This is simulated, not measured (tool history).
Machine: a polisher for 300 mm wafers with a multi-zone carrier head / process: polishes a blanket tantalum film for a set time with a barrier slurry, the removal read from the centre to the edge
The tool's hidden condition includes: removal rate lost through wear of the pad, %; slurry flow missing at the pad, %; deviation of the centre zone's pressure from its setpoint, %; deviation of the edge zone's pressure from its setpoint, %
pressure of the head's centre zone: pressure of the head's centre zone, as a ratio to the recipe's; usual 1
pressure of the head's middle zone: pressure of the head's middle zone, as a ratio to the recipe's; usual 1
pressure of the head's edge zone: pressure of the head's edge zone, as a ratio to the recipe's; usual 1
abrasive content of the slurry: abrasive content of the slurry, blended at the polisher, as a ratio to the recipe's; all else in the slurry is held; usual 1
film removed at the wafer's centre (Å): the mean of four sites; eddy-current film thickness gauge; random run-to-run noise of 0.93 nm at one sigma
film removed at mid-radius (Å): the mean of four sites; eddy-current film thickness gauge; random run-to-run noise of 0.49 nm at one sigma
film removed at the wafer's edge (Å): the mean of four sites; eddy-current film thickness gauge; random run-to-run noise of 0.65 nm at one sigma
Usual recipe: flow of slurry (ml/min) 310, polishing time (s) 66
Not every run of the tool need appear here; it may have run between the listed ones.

run   hour  flow of slurry (ml/min)  pressure of the head's centre zone  pressure of the head's middle zone  pressure of the head's edge zone  abrasive content of the slurry  polishing time (s)  wafers since the last listed run  wafers polished on this pad  hours since the slurry nozzle was cleaned  hours since the centre zone pressure was calibrated  hours since the edge zone pressure was calibrated  hours since the carrier head's membrane was replaced  incoming thickness of the incoming film, nm  film removed at the wafer's centre (Å)  film removed at mid-radius (Å)  film removed at the wafer's edge (Å)
  1      0                      310                                   1                                   1                                 1                               1                  73                                 0                          403                                        295                                                439.3                                                388                                                 699.9                                        349.7                                     636                             689                                   688
  2   29.7                      310                                   1                                   1                                 1                               1                  73                               258                          662                                      324.7                                                  469                                              417.7                                                 729.6                                        352.9                                     655                             697                                   678
  3   49.3                      310                                   1                                   1                                 1                               1                  73                               170                          832                                      344.3                                                488.6                                              437.3                                                 749.2                                        357.3                                     643                             698                                   688
  4   73.2                      310                                   1                                   1                                 1                               1                  66                               207                         1040                                      368.2                                                512.5                                              461.2                                                 773.1                                        354.9                                     570                             621                                   616
  5   97.1                      310                                   1                                   1                                 1                               1                  66                               207                         1248                                      392.1                                                536.4                                              485.1                                                   797                                        346.5                                     586                             629                                   630
     117.3  -- worn pad replaced by a new one
  6  120.3                      310                                   1                                   1                                 1                               1                  66                               167                           25                                      415.3                                                559.6                                              508.3                                                 820.2                                        348.4                                     586                             628                                   626
     129.1  -- carrier head's membrane replaced by a new one, of another model than before
     153.1  -- slurry nozzle cleaned
     154.6  -- edge zone pressure recalibrated
  7  155.6                      310                                   1                                   1                                 1                               1                  66                               241                          267                                        2.5                                                594.9                                                  1                                                  26.5                                        355.1                                     600                             625                                   617
  8  172.6                      310                                   1                                   1                                 1                               1                  66                               147                          415                                       19.5                                                611.9                                                 18                                                  43.5                                        354.3                                     599                             625                                   619
     213.2  -- centre zone pressure recalibrated
  9    231                      280                                1.11                                   1                                 1                            1.15                  45                               490                          906                                       77.9                                                 17.8                                               76.4                                                 101.9                                        347.2                                     468                             442                                   436
 10    257                      310                                   1                                   1                              0.88                               1                  66                               226                         1132                                      103.9                                                 43.8                                              102.4                                                 127.9                                        346.1                                     615                             631                                   573
     278.7  -- worn pad replaced by a new one
 11  282.1                      310                                1.12                                 0.9                              1.05                             1.2                  66                               183                           29                                        129                                                 68.9                                              127.5                                                   153                                        350.6                                     717                             617                                   683
 12  313.9                      415                                   1                                   1                              0.97                               1                  55                               276                          306                                      160.8                                                100.7                                              159.3                                                 184.8                                        347.9                                     537                             538                                   521
 13  339.8                      310                                   1                                   1                                 1                               1                  73                               225                          531                                      186.7                                                126.6                                              185.2                                                 210.7                                          351                                     686                             688                                   681
 14  366.6                      310                                   1                                   1                              0.96                             0.8                  66                               233                          764                                      213.5                                                153.4                                                212                                                 237.5                                        347.8                                     552                             563                                   537

Alternative continuations, all from the tool just after run 14; predict every row:
  A   367                      310                                   1                                   1                                 1                               1                  66                                 3                          768                                      213.9                                                153.8                                              212.4                                                 237.9                                          347                                       ?                               ?                                     ?
  B   367                      225                                1.05                                 1.1                                 1                               1                  66                                 3                          768                                      213.9                                                153.8                                              212.4                                                 237.9                                          347                                       ?                               ?                                     ?
  C   367                      310                                   1                                   1                              0.94                               1                  66                                 3                          768                                      213.9                                                153.8                                              212.4                                                 237.9                                          347                                       ?                               ?                                     ?
  D   367                      310                                   1                                1.11                                 1                               1                  66                                 3                          768                                      213.9                                                153.8                                              212.4                                                 237.9                                          347                                       ?                               ?                                     ?

run  film removed at the wafer's centre (Å)  film removed at mid-radius (Å)  film removed at the wafer's edge (Å)
  A                                     601                             626                                   620
  B                                     592                             652                                   602
  C                                     601                             626                                   601
  D                                     602                             682                                   619
Take away the tool's hidden state, keep each run's random variation, and the runs would have read:
run  film removed at the wafer's centre (Å)  film removed at mid-radius (Å)  film removed at the wafer's edge (Å)
  A                                     618                             626                                   620
  B                                     608                             652                                   602
  C                                     618                             626                                   601
  D                                     618                             682                                   619

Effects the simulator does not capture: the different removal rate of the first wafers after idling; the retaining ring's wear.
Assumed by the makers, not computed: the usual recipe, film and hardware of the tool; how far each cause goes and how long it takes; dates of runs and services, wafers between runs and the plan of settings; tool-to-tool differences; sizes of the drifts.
